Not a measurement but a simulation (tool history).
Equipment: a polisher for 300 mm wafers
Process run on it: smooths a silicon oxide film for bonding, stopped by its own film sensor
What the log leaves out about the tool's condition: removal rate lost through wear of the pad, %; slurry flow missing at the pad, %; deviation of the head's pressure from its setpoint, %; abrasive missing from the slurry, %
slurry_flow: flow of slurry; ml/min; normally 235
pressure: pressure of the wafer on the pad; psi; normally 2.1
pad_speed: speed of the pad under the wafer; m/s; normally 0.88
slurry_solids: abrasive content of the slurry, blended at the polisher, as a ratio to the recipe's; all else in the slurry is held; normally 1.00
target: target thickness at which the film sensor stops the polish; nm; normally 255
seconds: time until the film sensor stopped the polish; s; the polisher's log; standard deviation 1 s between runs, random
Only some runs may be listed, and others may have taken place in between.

run   hour  slurry_flow  pressure  pad_speed  slurry_solids  target  wafers since the last listed run  wafers polished on this pad  hours since the slurry nozzle was cleaned  hours since the head pressure was calibrated  hours since the slurry blender was calibrated  incoming thickness of the incoming film, nm  seconds
  1    0.0          235       2.1       0.76           1.00     255                                 0                          575                                      139.9                                         176.4                                          240.0                                        319.6     91.5
  2   10.5          235       2.1       0.76           1.00     255                                92                          668                                      150.4                                         186.9                                          250.5                                        318.4     89.6
  3   23.4          235       2.1       0.76           1.00     255                               113                          781                                      163.3                                         199.8                                          263.4                                        320.3     93.4
  4   36.9          235       2.1       0.88           1.00     255                               118                          900                                      176.8                                         213.3                                          276.9                                        325.6     93.2
  5   50.8          285       1.8       0.88           1.00     255                               122                         1022                                      190.7                                         227.2                                          290.8                                        316.7     94.8
  6   68.7          235       2.1       0.88           1.00     255                               157                         1179                                      208.6                                         245.1                                          308.7                                        318.1     86.5
  7   77.5          235       2.1       0.88           1.00     255                                77                         1256                                      217.4                                         253.9                                          317.5                                        321.1     88.1
      92.0  -- worn pad replaced by a new one
  8   92.5          235       2.1       0.88           1.00     255                                96                            4                                      232.4                                         268.9                                          332.5                                        323.4     90.3
  9  122.0          235       2.1       0.88           1.00     255                               259                          263                                      261.9                                         298.4                                          362.0                                        322.1     87.4
 10  129.5          235       2.1       0.88           1.00     255                                65                          329                                      269.4                                         305.9                                          369.5                                        324.1     91.3
     139.2  -- head pressure recalibrated
 11  146.0          235       2.4       0.88           1.00     255                               127                          456                                      285.9                                           6.8                                          386.0                                        322.6     80.0
     148.5  -- slurry blender recalibrated
 12  155.0          235       2.4       0.88           1.00     255                                61                          518                                      294.9                                          15.8                                            6.5                                        315.4     71.1
 13  163.1          260       2.3       0.88           1.00     255                                71                          589                                      303.0                                          23.9                                           14.6                                        320.3     77.8
 14  169.8          235       1.6       0.74           1.00     255                                58                          648                                      309.7                                          30.6                                           21.3                                        315.5    112.6
 15  176.3          235       2.1       0.88           1.00     240                                57                          705                                      316.2                                          37.1                                           27.8                                        322.8    112.6
     192.6  -- slurry nozzle cleaned
 16  218.0          235       2.1       0.88           1.00     240                               357                         1062                                       25.4                                          78.8                                           69.5                                        323.5    115.8
 17  231.0          235       2.3       0.98           0.90     247                               114                         1177                                       38.4                                          91.8                                           82.5                                        323.2     99.9
     241.8  -- worn pad replaced by a new one
 18  242.3          235       1.8       0.72           1.00     255                                64                            4                                       49.7                                         103.1                                           93.8                                        319.3    106.9
 19  249.6          235       2.1       0.88           1.00     255                                64                           68                                       57.0                                         110.4                                          101.1                                        317.7     82.6
 20  262.4          235       1.7       0.68           1.00     255                               112                          180                                       69.8                                         123.2                                          113.9                                        325.2    126.5
 21  283.0          260       2.3       0.88           1.00     255                               180                          361                                       90.4                                         143.8                                          134.5                                        316.2     72.8
 22  289.9          235       2.1       0.64           1.00     255                                60                          422                                       97.3                                         150.7                                          141.4                                        322.7    105.6
 23  300.5          235       1.6       1.04           1.30     270                                93                          515                                      107.9                                         161.3                                          152.0                                        318.8     65.9
 24  310.4          235       2.4       0.88           0.70     273                                86                          602                                      117.8                                         171.2                                          161.9                                        323.0     76.6
 25  319.7          200       1.9       0.62           1.00     238                                81                          684                                      127.1                                         180.5                                          171.2                                        317.1    141.3
 26  327.6          235       2.1       0.88           1.00     255                                69                          753                                      135.0                                         188.4                                          179.1                                        323.9     90.7
 27  335.3          235       2.6       0.88           1.00     271                                67                          821                                      142.7                                         196.1                                          186.8                                        326.5     60.4
 28  342.3          310       2.1       0.88           1.00     255                                61                          882                                      149.7                                         203.1                                          193.8                                        322.7     87.6
 29  349.4          235       2.4       0.88           1.00     255                                62                          945                                      156.8                                         210.2                                          200.9                                        321.8     80.2
 30  366.4          185       2.1       0.88           1.00     255                               149                         1094                                      173.8                                         227.2                                          217.9                                        317.2     85.8

Here are 4 independent what-if runs from the current tool condition. What would each one return?
  A  366.9          235       2.1       1.18           1.00     255                                 4                         1098                                      174.3                                         227.7                                          218.4                                        318.7        ?
  B  366.9          305       1.4       1.16           0.85     255                                 4                         1098                                      174.3                                         227.7                                          218.4                                        318.7        ?
  C  366.9          235       2.8       0.88           0.75     255                                 4                         1098                                      174.3                                         227.7                                          218.4                                        318.7        ?
  D  366.9          235       2.1       0.88           1.30     236                                 4                         1098                                      174.3                                         227.7                                          218.4                                        318.7        ?

run  seconds
  A     72.3
  B    114.6
  C     81.1
  D     95.9
With no hidden state in the tool, these same runs would have given:
run  seconds
  A     68.8
  B    109.1
  C     77.2
  D     91.3
